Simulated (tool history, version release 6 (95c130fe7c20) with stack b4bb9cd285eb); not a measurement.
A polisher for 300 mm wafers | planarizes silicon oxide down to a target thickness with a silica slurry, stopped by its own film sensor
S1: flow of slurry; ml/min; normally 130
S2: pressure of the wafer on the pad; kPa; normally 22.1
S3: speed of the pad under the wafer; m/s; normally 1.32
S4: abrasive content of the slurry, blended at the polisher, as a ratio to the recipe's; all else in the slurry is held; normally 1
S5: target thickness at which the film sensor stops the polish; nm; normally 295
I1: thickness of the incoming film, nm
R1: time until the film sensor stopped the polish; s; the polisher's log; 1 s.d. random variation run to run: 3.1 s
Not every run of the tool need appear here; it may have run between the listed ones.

run 1 hour=0 | S1=130 S2=19.3 S3=1.32 S4=1 S5=295 | I1=682.3 | R1=177.6
run 2 hour=31 | S1=130 S2=22.1 S3=1.5 S4=1.15 S5=295 | I1=687.6 | R1=131.1
run 3 hour=101.6 | S1=130 S2=22.1 S3=1.32 S4=0.9 S5=295 | I1=680.7 | R1=161.7
run 4 hour=137.4 | S1=175 S2=19.3 S3=1.32 S4=1 S5=295 | I1=688 | R1=177
run 5 hour=188.9 | S1=130 S2=22.1 S3=1.32 S4=0.75 S5=295 | I1=668 | R1=183.3
run 6 hour=232.5 | S1=130 S2=26.2 S3=1.66 S4=0.8 S5=219 | I1=686.7 | R1=158.6
run 7 hour=277.5 | S1=130 S2=22.1 S3=1.32 S4=1 S5=295 | I1=681.1 | R1=173.2
-- hour=280.2 conditioning disc replaced and pad reconditioned
-- hour=309 worn pad replaced by a new one
run 8 hour=363.3 | S1=155 S2=22.1 S3=1.6 S4=1 S5=389 | I1=685.2 | R1=90.3
-- hour=365.9 slurry blender recalibrated
-- hour=402.2 slurry nozzle cleaned
run 9 hour=416.2 | S1=130 S2=22.1 S3=1.32 S4=1 S5=295 | I1=686.9 | R1=145.8
run 10 hour=450.1 | S1=130 S2=22.1 S3=1.74 S4=1 S5=371 | I1=688.4 | R1=96.6
run 11 hour=513.5 | S1=130 S2=22.1 S3=0.88 S4=0.75 S5=295 | I1=683.8 | R1=237.2
run 12 hour=573.1 | S1=120 S2=22.1 S3=1.32 S4=1 S5=295 | I1=689.7 | R1=152.2
run 13 hour=631.1 | S1=130 S2=17.2 S3=1.32 S4=1 S5=295 | I1=692.2 | R1=202.2
-- hour=645.6 head pressure recalibrated
-- hour=684 conditioning disc replaced and pad reconditioned
run 14 hour=694.3 | S1=130 S2=22.1 S3=1.32 S4=1 S5=295 | I1=680.3 | R1=174.2
run 15 hour=724.3 | S1=130 S2=17.9 S3=1.32 S4=0.9 S5=185 | I1=678.3 | R1=294.1
-- hour=740.1 worn pad replaced by a new one
run 16 hour=761.8 | S1=130 S2=22.1 S3=1.32 S4=1 S5=368 | I1=676.2 | R1=123.9
-- hour=763.9 slurry blender recalibrated
run 17 hour=808.6 | S1=130 S2=15.2 S3=1.32 S4=1 S5=332 | I1=679.3 | R1=205.5
run 18 hour=869 | S1=90 S2=22.1 S3=1.32 S4=1.25 S5=295 | I1=678.1 | R1=157.6

For run 19, what comes out?
run 19 hour=899.4 | S1=130 S2=22.1 S3=1.64 S4=1 S5=295 | I1=680.7 | R1=?

R1: 132.9 s
With no hidden state in the tool, this same run would have given R1 132.8 s.
